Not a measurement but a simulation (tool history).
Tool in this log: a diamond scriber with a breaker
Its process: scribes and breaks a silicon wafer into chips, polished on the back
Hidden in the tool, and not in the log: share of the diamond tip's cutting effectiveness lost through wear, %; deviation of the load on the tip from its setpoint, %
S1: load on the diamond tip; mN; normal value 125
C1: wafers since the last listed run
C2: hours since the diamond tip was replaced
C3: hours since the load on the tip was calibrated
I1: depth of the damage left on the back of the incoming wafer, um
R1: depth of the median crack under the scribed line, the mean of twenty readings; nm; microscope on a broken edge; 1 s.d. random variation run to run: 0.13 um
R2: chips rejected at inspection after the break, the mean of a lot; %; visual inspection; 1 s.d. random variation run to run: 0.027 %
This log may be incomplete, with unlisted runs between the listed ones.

run 1 hour=0.0 | S1=108 | C1=0 C2=747.7 C3=1010.9 | I1=0.03 | R1=9350 R2=2.92
run 2 hour=22.1 | S1=108 | C1=66 C2=769.8 C3=1033.0 | I1=0.02 | R1=9360 R2=2.92
run 3 hour=42.2 | S1=108 | C1=60 C2=789.9 C3=1053.1 | I1=0.02 | R1=9410 R2=3.06
run 4 hour=54.7 | S1=125 | C1=37 C2=802.4 C3=1065.6 | I1=0.03 | R1=10240 R2=1.29
run 5 hour=71.3 | S1=125 | C1=50 C2=819.0 C3=1082.2 | I1=0.04 | R1=10110 R2=1.38
run 6 hour=92.1 | S1=125 | C1=62 C2=839.8 C3=1103.0 | I1=0.03 | R1=9990 R2=1.43
run 7 hour=104.2 | S1=125 | C1=36 C2=851.9 C3=1115.1 | I1=0.04 | R1=9790 R2=1.46
run 8 hour=135.5 | S1=95 | C1=94 C2=883.2 C3=1146.4 | I1=0.01 | R1=8440 R2=5.62
run 9 hour=148.7 | S1=95 | C1=39 C2=896.4 C3=1159.6 | I1=0.01 | R1=8340 R2=5.60
run 10 hour=162.0 | S1=95 | C1=40 C2=909.7 C3=1172.9 | I1=0.04 | R1=8650 R2=6.10
run 11 hour=174.8 | S1=148 | C1=38 C2=922.5 C3=1185.7 | I1=0.01 | R1=10840 R2=0.73
run 12 hour=203.7 | S1=138 | C1=87 C2=951.4 C3=1214.6 | I1=0.05 | R1=10350 R2=0.90
run 13 hour=231.0 | S1=138 | C1=82 C2=978.7 C3=1241.9 | I1=0.01 | R1=10480 R2=0.89
run 14 hour=250.9 | S1=138 | C1=60 C2=998.6 C3=1261.8 | I1=0.02 | R1=10160 R2=0.95
-- hour=263.1 diamond tip replaced by a new one
run 15 hour=266.8 | S1=125 | C1=42 C2=3.7 C3=1277.7 | I1=0.03 | R1=10890 R2=0.70
run 16 hour=299.8 | S1=95 | C1=99 C2=36.7 C3=1310.7 | I1=0.05 | R1=9240 R2=2.80
run 17 hour=320.6 | S1=135 | C1=62 C2=57.5 C3=1331.5 | I1=0.02 | R1=11230 R2=0.84
run 18 hour=349.8 | S1=125 | C1=88 C2=86.7 C3=1360.7 | I1=0.05 | R1=10840 R2=0.73
run 19 hour=362.6 | S1=125 | C1=38 C2=99.5 C3=1373.5 | I1=0.03 | R1=10920 R2=0.77
run 20 hour=392.8 | S1=156 | C1=91 C2=129.7 C3=1403.7 | I1=0.03 | R1=12090 R2=1.64
run 21 hour=415.9 | S1=159 | C1=69 C2=152.8 C3=1426.8 | I1=0.04 | R1=12280 R2=1.69
run 22 hour=440.2 | S1=99 | C1=73 C2=177.1 C3=1451.1 | I1=0.02 | R1=9480 R2=2.72
-- hour=451.7 load on the tip recalibrated
run 23 hour=467.8 | S1=125 | C1=77 C2=204.7 C3=16.1 | I1=0.03 | R1=10530 R2=0.78
run 24 hour=490.1 | S1=97 | C1=67 C2=227.0 C3=38.4 | I1=0.01 | R1=9280 R2=3.13
run 25 hour=506.7 | S1=160 | C1=50 C2=243.6 C3=55.0 | I1=0.01 | R1=12420 R2=1.80
run 26 hour=531.8 | S1=91 | C1=75 C2=268.7 C3=80.1 | I1=0.02 | R1=8920 R2=4.49
run 27 hour=567.4 | S1=125 | C1=107 C2=304.3 C3=115.7 | I1=0.01 | R1=10560 R2=0.88
run 28 hour=588.1 | S1=107 | C1=62 C2=325.0 C3=136.4 | I1=0.03 | R1=9890 R2=1.95
run 29 hour=664.2 | S1=111 | C1=230 C2=401.1 C3=212.5 | I1=0.05 | R1=9800 R2=1.74

Across each entry between runs, compare the hidden state at the last listed run before it with the hidden state at the first listed run after it:
In the gap between runs 14 and 15: diamond tip replaced by a new one (hour 263.1)
  share of the diamond tip's cutting effectiveness lost through wear, %: 15.3 -> 1.72
  the result without the hidden state subtracted from the measured one, R1: -1190 -> -130 nm; R2: -0.04 -> +0.01 %
In the gap between runs 22 and 23: load on the tip recalibrated (hour 451.7)
  share of the diamond tip's cutting effectiveness lost through wear, %: 4.02 -> 4.39
  the result without the hidden state subtracted from the measured one, R1: -260 -> -320 nm; R2: +0.62 -> +0.07 %

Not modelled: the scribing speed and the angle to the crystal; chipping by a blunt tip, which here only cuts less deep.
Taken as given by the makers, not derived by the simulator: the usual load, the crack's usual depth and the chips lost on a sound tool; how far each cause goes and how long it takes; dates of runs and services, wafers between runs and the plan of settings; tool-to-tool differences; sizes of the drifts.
